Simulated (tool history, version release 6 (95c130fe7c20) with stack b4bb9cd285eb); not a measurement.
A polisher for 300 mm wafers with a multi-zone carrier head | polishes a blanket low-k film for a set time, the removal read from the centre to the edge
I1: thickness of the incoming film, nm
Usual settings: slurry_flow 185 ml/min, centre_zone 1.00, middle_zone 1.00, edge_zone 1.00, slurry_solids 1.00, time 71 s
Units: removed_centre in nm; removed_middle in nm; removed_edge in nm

{"run": 1, "hour": 0.0, "slurry_flow": 185, "centre_zone": 1.0, "middle_zone": 1.0, "edge_zone": 1.0, "slurry_solids": 0.95, "time": 71, "I1": 458.1, "removed_centre": 35.3, "removed_middle": 35.3, "removed_edge": 36.3}
{"run": 2, "hour": 63.7, "slurry_flow": 185, "centre_zone": 0.92, "middle_zone": 0.95, "edge_zone": 1.0, "slurry_solids": 1.0, "time": 71, "I1": 462.7, "removed_centre": 32.6, "removed_middle": 34.8, "removed_edge": 36.8}
{"hour": 105.9, "done": "worn pad replaced by a new one"}
{"run": 3, "hour": 162.3, "slurry_flow": 215, "centre_zone": 1.0, "middle_zone": 1.0, "edge_zone": 1.0, "slurry_solids": 1.0, "time": 71, "I1": 461.6, "removed_centre": 37.7, "removed_middle": 37.0, "removed_edge": 36.7}
{"run": 4, "hour": 224.1, "slurry_flow": 215, "centre_zone": 1.0, "middle_zone": 1.0, "edge_zone": 1.0, "slurry_solids": 1.0, "time": 71, "I1": 454.4, "removed_centre": 36.6, "removed_middle": 37.4, "removed_edge": 36.5}
{"hour": 266.0, "done": "centre zone pressure recalibrated"}
{"run": 5, "hour": 291.2, "slurry_flow": 185, "centre_zone": 1.0, "middle_zone": 1.0, "edge_zone": 1.0, "slurry_solids": 1.0, "time": 71, "I1": 463.1, "removed_centre": 36.5, "removed_middle": 36.1, "removed_edge": 36.8}
{"hour": 316.8, "done": "edge zone pressure recalibrated"}
{"run": 6, "hour": 395.7, "slurry_flow": 185, "centre_zone": 1.0, "middle_zone": 1.0, "edge_zone": 1.0, "slurry_solids": 1.0, "time": 71, "I1": 462.1, "removed_centre": 35.9, "removed_middle": 36.2, "removed_edge": 35.5}
{"run": 7, "hour": 467.3, "slurry_flow": 185, "centre_zone": 1.0, "middle_zone": 1.0, "edge_zone": 1.0, "slurry_solids": 1.0, "time": 71, "I1": 455.3, "removed_centre": 35.3, "removed_middle": 37.2, "removed_edge": 36.7}
{"hour": 550.1, "done": "worn pad replaced by a new one"}
{"hour": 635.7, "done": "carrier head's membrane replaced by a new one"}
{"run": 8, "hour": 662.4, "slurry_flow": 185, "centre_zone": 1.07, "middle_zone": 1.09, "edge_zone": 1.0, "slurry_solids": 1.0, "time": 88, "I1": 456.6, "removed_centre": 46.8, "removed_middle": 48.9, "removed_edge": 45.5}
{"hour": 683.0, "done": "slurry nozzle cleaned"}
{"run": 9, "hour": 916.4, "slurry_flow": 185, "centre_zone": 1.0, "middle_zone": 1.0, "edge_zone": 1.0, "slurry_solids": 1.0, "time": 71, "I1": 462.7, "removed_centre": 35.5, "removed_middle": 35.8, "removed_edge": 35.4}
{"run": 10, "hour": 1022.2, "slurry_flow": 185, "centre_zone": 1.0, "middle_zone": 0.9, "edge_zone": 1.0, "slurry_solids": 1.0, "time": 62, "I1": 464.4, "removed_centre": 31.3, "removed_middle": 28.6, "removed_edge": 31.6}
{"hour": 1036.4, "done": "worn pad replaced by a new one"}
{"run": 11, "hour": 1087.6, "slurry_flow": 185, "centre_zone": 1.0, "middle_zone": 1.0, "edge_zone": 1.0, "slurry_solids": 0.95, "time": 71, "I1": 457.9, "removed_centre": 35.4, "removed_middle": 36.7, "removed_edge": 36.5}
{"run": 12, "hour": 1127.7, "slurry_flow": 185, "centre_zone": 1.0, "middle_zone": 1.0, "edge_zone": 1.0, "slurry_solids": 1.0, "time": 71, "I1": 452.8, "removed_centre": 36.5, "removed_middle": 36.1, "removed_edge": 36.2}
{"run": 13, "hour": 1212.9, "slurry_flow": 185, "centre_zone": 1.0, "middle_zone": 1.0, "edge_zone": 1.0, "slurry_solids": 1.15, "time": 71, "I1": 457.8, "removed_centre": 38.1, "removed_middle": 38.1, "removed_edge": 37.7}
{"hour": 1233.6, "done": "edge zone pressure recalibrated"}
{"hour": 1248.5, "done": "carrier head's membrane replaced by a new one"}
{"run": 14, "hour": 1289.7, "slurry_flow": 185, "centre_zone": 1.0, "middle_zone": 1.0, "edge_zone": 1.0, "slurry_solids": 1.0, "time": 71, "I1": 461.5, "removed_centre": 36.1, "removed_middle": 36.0, "removed_edge": 36.7}
{"hour": 1363.6, "done": "centre zone pressure recalibrated"}
{"hour": 1384.1, "done": "slurry nozzle cleaned"}
{"run": 15, "hour": 1388.6, "slurry_flow": 185, "centre_zone": 1.0, "middle_zone": 1.0, "edge_zone": 0.92, "slurry_solids": 1.0, "time": 71, "I1": 454.0, "removed_centre": 36.1, "removed_middle": 35.3, "removed_edge": 35.1}
{"run": 16, "hour": 1455.0, "slurry_flow": 185, "centre_zone": 1.05, "middle_zone": 1.06, "edge_zone": 0.96, "slurry_solids": 0.9, "time": 71, "I1": 465.4, "removed_centre": 36.3, "removed_middle": 36.7, "removed_edge": 34.2}
{"run": 17, "hour": 1498.3, "slurry_flow": 145, "centre_zone": 1.0, "middle_zone": 1.0, "edge_zone": 1.0, "slurry_solids": 1.0, "time": 71, "I1": 459.7, "removed_centre": 34.6, "removed_middle": 34.6, "removed_edge": 36.0}
{"hour": 1513.8, "done": "worn pad replaced by a new one"}
{"run": 18, "hour": 1603.9, "slurry_flow": 155, "centre_zone": 1.05, "middle_zone": 1.0, "edge_zone": 1.0, "slurry_solids": 1.0, "time": 71, "I1": 458.2, "removed_centre": 36.7, "removed_middle": 36.2, "removed_edge": 36.1}
{"run": 19, "hour": 1642.3, "slurry_flow": 185, "centre_zone": 1.0, "middle_zone": 1.0, "edge_zone": 1.0, "slurry_solids": 0.8, "time": 94, "I1": 470.5, "removed_centre": 43.1, "removed_middle": 45.2, "removed_edge": 43.5}
{"run": 20, "hour": 1734.5, "slurry_flow": 200, "centre_zone": 1.0, "middle_zone": 1.04, "edge_zone": 1.0, "slurry_solids": 1.0, "time": 57, "I1": 459.4, "removed_centre": 29.2, "removed_middle": 30.3, "removed_edge": 29.9}

Forecast each of these 5 alternatives for the next run:
{"run": "A", "hour": 1734.9, "slurry_flow": 185, "centre_zone": 1.08, "middle_zone": 1.0, "edge_zone": 1.0, "slurry_solids": 1.0, "time": 71, "I1": 456.3, "removed_centre": "?", "removed_middle": "?", "removed_edge": "?"}
{"run": "B", "hour": 1734.9, "slurry_flow": 185, "centre_zone": 1.0, "middle_zone": 1.0, "edge_zone": 1.1, "slurry_solids": 1.0, "time": 71, "I1": 456.3, "removed_centre": "?", "removed_middle": "?", "removed_edge": "?"}
{"run": "C", "hour": 1734.9, "slurry_flow": 145, "centre_zone": 1.0, "middle_zone": 1.0, "edge_zone": 1.0, "slurry_solids": 1.0, "time": 92, "I1": 456.3, "removed_centre": "?", "removed_middle": "?", "removed_edge": "?"}
{"run": "D", "hour": 1734.9, "slurry_flow": 250, "centre_zone": 1.08, "middle_zone": 0.89, "edge_zone": 1.0, "slurry_solids": 1.0, "time": 88, "I1": 456.3, "removed_centre": "?", "removed_middle": "?", "removed_edge": "?"}
{"run": "E", "hour": 1734.9, "slurry_flow": 135, "centre_zone": 0.93, "middle_zone": 1.0, "edge_zone": 1.0, "slurry_solids": 1.0, "time": 81, "I1": 456.3, "removed_centre": "?", "removed_middle": "?", "removed_edge": "?"}

run=A removed_centre=38.9 removed_middle=36.5 removed_edge=36.6
run=B removed_centre=36.0 removed_middle=36.5 removed_edge=38.0
run=C removed_centre=45.1 removed_middle=46.0 removed_edge=46.4
run=D removed_centre=50.0 removed_middle=42.4 removed_edge=46.5
run=E removed_centre=36.5 removed_middle=40.1 removed_edge=40.5
Without the tool's hidden state the same runs would have given:
run=A removed_centre=38.9 removed_middle=36.5 removed_edge=36.6
run=B removed_centre=36.0 removed_middle=36.5 removed_edge=38.0
run=C removed_centre=45.1 removed_middle=46.0 removed_edge=46.4
run=D removed_centre=50.0 removed_middle=42.4 removed_edge=46.5
run=E removed_centre=36.5 removed_middle=40.1 removed_edge=40.5

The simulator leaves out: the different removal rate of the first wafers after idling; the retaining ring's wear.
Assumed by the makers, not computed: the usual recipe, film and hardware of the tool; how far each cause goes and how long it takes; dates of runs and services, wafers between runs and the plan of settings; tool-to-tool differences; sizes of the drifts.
